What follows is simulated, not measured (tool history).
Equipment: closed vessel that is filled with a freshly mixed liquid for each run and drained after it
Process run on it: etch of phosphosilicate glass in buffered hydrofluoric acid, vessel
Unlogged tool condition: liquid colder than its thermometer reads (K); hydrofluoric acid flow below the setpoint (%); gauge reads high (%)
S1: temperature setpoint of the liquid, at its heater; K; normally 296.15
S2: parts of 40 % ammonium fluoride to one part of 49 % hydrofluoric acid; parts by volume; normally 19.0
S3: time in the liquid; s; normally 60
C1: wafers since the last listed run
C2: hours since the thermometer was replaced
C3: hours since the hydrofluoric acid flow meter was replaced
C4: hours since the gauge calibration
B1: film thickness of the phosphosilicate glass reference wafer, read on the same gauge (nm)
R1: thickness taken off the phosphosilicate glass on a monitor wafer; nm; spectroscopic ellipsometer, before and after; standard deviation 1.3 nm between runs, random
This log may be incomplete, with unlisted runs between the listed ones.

run   hour      S1    S2  S3    C1      C2      C3     C4     B1      R1
  1    0.0  299.65  19.0  60     0  2773.1  2034.2  183.7  39.99  236.92
  2   26.9  299.65  19.0  60  3571  2800.0  2061.1  210.6  40.00  241.34
  3   57.8  296.15  21.0  60  4103  2830.9  2092.0  241.5  39.97  183.40
  4   77.1  296.15  21.0  60  2562  2850.2  2111.3  260.8  40.01  186.64
  5   90.4  296.15  22.5  60  1766  2863.5  2124.6  274.1  40.03  176.55
  6  154.1  296.15  19.0  60  8458  2927.2  2188.3  337.8  40.01  197.64
  7  176.3  296.15  19.0  80  2947  2949.4  2210.5  360.0  40.01  259.41
  8  206.9  296.15  19.0  80  4063  2980.0  2241.1  390.6  40.01  261.95
     227.4  -- thermometer replaced
  9  227.9  297.65  19.0  60  2655     0.5  2262.1  411.6  40.02  214.55
 10  244.4  297.65  19.0  60  2190    17.0  2278.6  428.1  40.02  212.91
 11  273.3  292.65  19.0  60  3837    45.9  2307.5  457.0  40.00  160.22
 12  296.7  292.65  19.0  90  3107    69.3  2330.9  480.4  39.98  239.39
 13  327.5  299.65  13.5  60  4089   100.1  2361.7  511.2  39.97  324.90
     350.1  -- gauge calibrated
 14  363.2  291.15  11.5  60  4740   135.8  2397.4   13.1  40.01  236.84
     387.4  -- hydrofluoric acid flow meter replaced
 15  387.8  296.15  19.0  60  3133   160.4     0.4   37.7  40.00  219.08
 16  411.9  294.65  26.0  30  3200   184.5    24.5   61.8  40.00   80.25
 17  446.4  298.15  26.0  45  4581   219.0    59.0   96.3  40.03  145.19
 18  473.9  291.65  13.5  30  3651   246.5    86.5  123.8  40.02  117.21
 19  493.6  296.15  19.0  60  2615   266.2   106.2  143.5  40.01  214.38
 20  524.5  299.65  19.0  60  4103   297.1   137.1  174.4  40.00  261.07
 21  552.0  292.15  19.0  60  3651   324.6   164.6  201.9  40.01  173.52
 22  584.8  292.65  12.5  45  4355   357.4   197.4  234.7  39.98  200.48
 23  617.8  299.65  17.0  60  4381   390.4   230.4  267.7  40.00  291.23

Had the tool no unlogged condition, and each run kept its random variation, what would the results have been?
run      R1
  1  260.88
  2  266.02
  3  199.38
  4  203.05
  5  192.17
  6  218.95
  7  287.62
  8  290.78
  9  238.32
 10  236.65
 11  178.34
 12  266.69
 13  371.30
 14  271.12
 15  219.42
 16   80.40
 17  145.63
 18  117.87
 19  215.80
 20  263.19
 21  175.16
 22  202.68
 23  294.90
